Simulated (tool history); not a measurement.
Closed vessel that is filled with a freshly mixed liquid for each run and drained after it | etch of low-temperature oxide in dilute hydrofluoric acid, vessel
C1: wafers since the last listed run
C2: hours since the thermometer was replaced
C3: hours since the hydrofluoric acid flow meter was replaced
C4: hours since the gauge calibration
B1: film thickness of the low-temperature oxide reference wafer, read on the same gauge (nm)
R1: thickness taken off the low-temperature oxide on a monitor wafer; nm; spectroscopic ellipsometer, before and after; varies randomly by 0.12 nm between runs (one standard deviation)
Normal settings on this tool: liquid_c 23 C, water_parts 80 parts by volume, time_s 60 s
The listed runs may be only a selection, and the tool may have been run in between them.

run 1 hour=0 | liquid_c=23 water_parts=80 time_s=60 | C1=0 C2=1076.3 C3=277.5 C4=342.3 | B1=150 | R1=16.13
run 2 hour=17.6 | liquid_c=23 water_parts=80 time_s=60 | C1=2563 C2=1093.9 C3=295.1 C4=359.9 | B1=149.98 | R1=16.46
run 3 hour=42 | liquid_c=23 water_parts=80 time_s=60 | C1=3553 C2=1118.3 C3=319.5 C4=384.3 | B1=150.02 | R1=16.3
run 4 hour=66.1 | liquid_c=23 water_parts=50 time_s=70 | C1=3510 C2=1142.4 C3=343.6 C4=408.4 | B1=149.99 | R1=32.06
run 5 hour=85.5 | liquid_c=23 water_parts=50 time_s=70 | C1=2825 C2=1161.8 C3=363 C4=427.8 | B1=150.01 | R1=32.15
run 6 hour=111.3 | liquid_c=23 water_parts=80 time_s=60 | C1=3757 C2=1187.6 C3=388.8 C4=453.6 | B1=150.02 | R1=16.72
run 7 hour=127.3 | liquid_c=23 water_parts=80 time_s=60 | C1=2330 C2=1203.6 C3=404.8 C4=469.6 | B1=150.01 | R1=16.86
run 8 hour=159.5 | liquid_c=23 water_parts=80 time_s=60 | C1=4689 C2=1235.8 C3=437 C4=501.8 | B1=150.01 | R1=16.92
-- hour=182.8 thermometer replaced
run 9 hour=190.8 | liquid_c=23 water_parts=80 time_s=60 | C1=4413 C2=8 C3=468.3 C4=533.1 | B1=150 | R1=16.7
run 10 hour=208.4 | liquid_c=23 water_parts=80 time_s=60 | C1=2563 C2=25.6 C3=485.9 C4=550.7 | B1=150 | R1=16.63
run 11 hour=231.6 | liquid_c=25 water_parts=80 time_s=60 | C1=3379 C2=48.8 C3=509.1 C4=573.9 | B1=150.01 | R1=18.48
run 12 hour=266.4 | liquid_c=26 water_parts=80 time_s=60 | C1=5068 C2=83.6 C3=543.9 C4=608.7 | B1=150.01 | R1=19.35
run 13 hour=290.5 | liquid_c=23 water_parts=80 time_s=60 | C1=3510 C2=107.7 C3=568 C4=632.8 | B1=149.99 | R1=17.33
run 14 hour=325.7 | liquid_c=23 water_parts=55 time_s=85 | C1=5126 C2=142.9 C3=603.2 C4=668 | B1=150 | R1=36.87
run 15 hour=341.5 | liquid_c=21.5 water_parts=55 time_s=70 | C1=2301 C2=158.7 C3=619 C4=683.8 | B1=150 | R1=28.42
-- hour=363.6 gauge calibrated
run 16 hour=371.8 | liquid_c=25 water_parts=95 time_s=35 | C1=4413 C2=189 C3=649.3 C4=8.2 | B1=150.01 | R1=9.27
-- hour=385.1 hydrofluoric acid flow meter replaced
run 17 hour=386.2 | liquid_c=21.5 water_parts=80 time_s=85 | C1=1951 C2=203.4 C3=1.1 C4=22.6 | B1=150 | R1=20.8
run 18 hour=400.3 | liquid_c=23 water_parts=115 time_s=60 | C1=2053 C2=217.5 C3=15.2 C4=36.7 | B1=150 | R1=10.43
run 19 hour=415.9 | liquid_c=19 water_parts=100 time_s=90 | C1=2272 C2=233.1 C3=30.8 C4=52.3 | B1=150 | R1=15.71
run 20 hour=437.9 | liquid_c=23 water_parts=105 time_s=30 | C1=3204 C2=255.1 C3=52.8 C4=74.3 | B1=149.98 | R1=5.9
run 21 hour=458.6 | liquid_c=23 water_parts=65 time_s=60 | C1=3014 C2=275.8 C3=73.5 C4=95 | B1=150 | R1=19.83
run 22 hour=491.6 | liquid_c=23 water_parts=80 time_s=60 | C1=4806 C2=308.8 C3=106.5 C4=128 | B1=150.02 | R1=16.04
run 23 hour=519.6 | liquid_c=27.5 water_parts=110 time_s=80 | C1=4078 C2=336.8 C3=134.5 C4=156 | B1=149.99 | R1=17.88
run 24 hour=542.3 | liquid_c=23 water_parts=80 time_s=60 | C1=3306 C2=359.5 C3=157.2 C4=178.7 | B1=149.98 | R1=16.06
run 25 hour=563.4 | liquid_c=24.5 water_parts=80 time_s=60 | C1=3073 C2=380.6 C3=178.3 C4=199.8 | B1=150.01 | R1=17.18

Predict each of these 4 candidate next runs independently; none follows another, all start after run 25:
run A hour=564.1 | liquid_c=23 water_parts=80 time_s=60 | C1=101 C2=381.3 C3=179 C4=200.5 | B1=? | R1=?
run B hour=564.1 | liquid_c=25 water_parts=90 time_s=90 | C1=101 C2=381.3 C3=179 C4=200.5 | B1=? | R1=?
run C hour=564.1 | liquid_c=20 water_parts=80 time_s=85 | C1=101 C2=381.3 C3=179 C4=200.5 | B1=? | R1=?
run D hour=564.1 | liquid_c=27.5 water_parts=50 time_s=60 | C1=101 C2=381.3 C3=179 C4=200.5 | B1=? | R1=?

run=A B1=149.98 R1=16.15
run=B B1=149.98 R1=23.06
run=C B1=149.98 R1=20.22
run=D B1=149.98 R1=32.21
Without the tool's hidden state the same runs would have given:
run=A R1=15.46
run=B R1=22.05
run=C R1=19.36
run=D R1=30.86
